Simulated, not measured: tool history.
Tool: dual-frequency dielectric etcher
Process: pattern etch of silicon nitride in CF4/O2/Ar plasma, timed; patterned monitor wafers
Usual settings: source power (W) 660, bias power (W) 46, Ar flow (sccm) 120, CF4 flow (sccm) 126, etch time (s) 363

run	hour	source power (W)	bias power (W)	Ar flow (sccm)	CF4 flow (sccm)	etch time (s)	read-back reference wafer on the same gauge, depth_nm	mean etch depth across the wafer (nm)
1	0	660	46	120	126	363	817.4	879.8
2	0.4	660	46	120	126	300	816.2	729.4
3	5.3	660	46	120	126	363	817.7	877.8
# hour 29.9: upper electrode replaced
4	30.4	770	46	111	126	363	816.8	1018.8
5	31.5	660	46	109	144	296.5	815.7	737.7
6	40.1	660	46	120	126	363	817.4	878.6
7	47	660	46	120	126	412.5	817.4	998.4
8	62.6	660	46	120	126	363	817.5	888.1
# hour 76.5: CF4 flow controller replaced
# hour 79.2: Ar flow controller replaced
9	79.7	530	46	120	98	363	816.7	707.3
10	84.9	660	46	120	126	363	817.9	883.7
11	99.8	660	36	94	126	363	816.6	850.9
# hour 104.6: bias power generator calibrated
12	116.3	780	39	120	126	363	816.7	975.1
13	128.7	710	46	120	153	363	816.8	965.3
14	138.8	660	37	103	126	363	817	852.3
15	152.7	660	57	132	111	363	817.1	927.1
16	160.4	660	46	120	126	363	817.4	889.2
17	167.3	660	36	120	157	363	817.2	851.4
18	178.4	660	56	96	126	471.5	816.5	1252.4
19	186.4	660	46	120	126	363	817.3	890.9
20	204.1	660	37	120	111	363	816.7	823.6
21	225.6	800	57	120	126	363	816.7	1128.7

4 ways to go on from here, each from the tool as it stands after run 21. What would each give?
A	226.1	660	46	120	126	363	?	?
B	226.1	730	56	120	126	363	?	?
C	226.1	660	46	120	126	410.5	?	?
D	226.1	660	51	145	98	418.5	?	?

run	read-back reference wafer on the same gauge, depth_nm	mean etch depth across the wafer (nm)
A	818	894
B	818	1038.1
C	818	1011
D	818	1011
Without the tool's hidden state the same runs would have given:
run	mean etch depth across the wafer (nm)
A	881
B	1023
C	996.3
D	996.3

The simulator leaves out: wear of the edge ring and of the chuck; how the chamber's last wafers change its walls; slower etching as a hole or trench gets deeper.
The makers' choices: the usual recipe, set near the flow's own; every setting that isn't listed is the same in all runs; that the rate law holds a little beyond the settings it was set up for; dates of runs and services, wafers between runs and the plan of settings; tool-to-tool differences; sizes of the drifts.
